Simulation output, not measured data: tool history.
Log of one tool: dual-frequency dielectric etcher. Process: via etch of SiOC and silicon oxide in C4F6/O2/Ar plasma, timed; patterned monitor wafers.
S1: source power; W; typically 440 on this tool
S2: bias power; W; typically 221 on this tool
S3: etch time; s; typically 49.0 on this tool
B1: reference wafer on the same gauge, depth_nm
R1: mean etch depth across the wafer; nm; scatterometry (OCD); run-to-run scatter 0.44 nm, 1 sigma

{"run": 1, "day": 0.0, "S1": 440, "S2": 180, "S3": 49.0, "B1": 58.4, "R1": 62.0}
{"run": 2, "day": 2.221, "S1": 440, "S2": 221, "S3": 49.0, "B1": 58.4, "R1": 67.0}
{"day": 4.721, "done": "wet clean of the chamber"}
{"run": 3, "day": 6.529, "S1": 440, "S2": 221, "S3": 43.5, "B1": 58.3, "R1": 57.6}
{"run": 4, "day": 9.858, "S1": 440, "S2": 221, "S3": 43.5, "B1": 58.4, "R1": 57.6}
{"run": 5, "day": 14.275, "S1": 440, "S2": 221, "S3": 43.5, "B1": 58.5, "R1": 58.7}
{"run": 6, "day": 16.483, "S1": 440, "S2": 221, "S3": 49.0, "B1": 58.4, "R1": 66.7}
{"run": 7, "day": 19.462, "S1": 440, "S2": 221, "S3": 49.0, "B1": 58.5, "R1": 65.4}
{"day": 20.988, "done": "wet clean of the chamber"}
{"run": 8, "day": 22.492, "S1": 490, "S2": 221, "S3": 49.0, "B1": 58.4, "R1": 72.2}
{"day": 25.788, "done": "bias power generator calibrated"}
{"run": 9, "day": 25.825, "S1": 490, "S2": 221, "S3": 49.0, "B1": 58.4, "R1": 72.8}
{"day": 27.275, "done": "source power generator calibrated"}
{"run": 10, "day": 27.633, "S1": 440, "S2": 221, "S3": 49.0, "B1": 58.3, "R1": 68.9}
{"day": 29.625, "done": "wet clean of the chamber, repeated, since the last time left the tool worse"}
{"run": 11, "day": 30.725, "S1": 440, "S2": 221, "S3": 49.0, "B1": 58.4, "R1": 63.5}
{"run": 12, "day": 32.471, "S1": 440, "S2": 221, "S3": 49.0, "B1": 58.4, "R1": 64.5}
{"day": 35.417, "done": "upper electrode replaced"}
{"run": 13, "day": 35.871, "S1": 440, "S2": 221, "S3": 56.0, "B1": 58.4, "R1": 75.0}
{"run": 14, "day": 37.758, "S1": 530, "S2": 221, "S3": 49.0, "B1": 58.4, "R1": 72.0}
{"run": 15, "day": 41.542, "S1": 440, "S2": 221, "S3": 49.0, "B1": 58.4, "R1": 66.1}
{"day": 42.642, "done": "gauge calibrated"}
{"run": 16, "day": 45.338, "S1": 350, "S2": 237, "S3": 39.5, "B1": 58.5, "R1": 47.9}
{"run": 17, "day": 46.871, "S1": 440, "S2": 239, "S3": 49.0, "B1": 58.4, "R1": 67.3}
{"day": 49.542, "done": "wet clean of the chamber"}
{"run": 18, "day": 49.562, "S1": 540, "S2": 221, "S3": 49.0, "B1": 58.4, "R1": 71.7}
{"run": 19, "day": 52.233, "S1": 440, "S2": 221, "S3": 49.0, "B1": 58.4, "R1": 64.3}
{"run": 20, "day": 54.588, "S1": 540, "S2": 247, "S3": 55.0, "B1": 58.4, "R1": 83.6}
{"run": 21, "day": 56.729, "S1": 440, "S2": 198, "S3": 42.0, "B1": 58.4, "R1": 53.9}

Branching from run 21: 4 alternative next runs. What would each branch give?
{"run": "A", "day": 56.746, "S1": 520, "S2": 221, "S3": 49.0, "B1": "?", "R1": "?"}
{"run": "B", "day": 56.746, "S1": 440, "S2": 221, "S3": 55.5, "B1": "?", "R1": "?"}
{"run": "C", "day": 56.746, "S1": 440, "S2": 194, "S3": 49.0, "B1": "?", "R1": "?"}
{"run": "D", "day": 56.746, "S1": 390, "S2": 268, "S3": 37.0, "B1": "?", "R1": "?"}

run=A B1=58.4 R1=70.9
run=B B1=58.4 R1=73.2
run=C B1=58.4 R1=61.9
run=D B1=58.4 R1=48.4
Had the tool no hidden state, the same runs would have come out as:
run=A R1=70.5
run=B R1=72.7
run=C R1=61.5
run=D R1=48.1

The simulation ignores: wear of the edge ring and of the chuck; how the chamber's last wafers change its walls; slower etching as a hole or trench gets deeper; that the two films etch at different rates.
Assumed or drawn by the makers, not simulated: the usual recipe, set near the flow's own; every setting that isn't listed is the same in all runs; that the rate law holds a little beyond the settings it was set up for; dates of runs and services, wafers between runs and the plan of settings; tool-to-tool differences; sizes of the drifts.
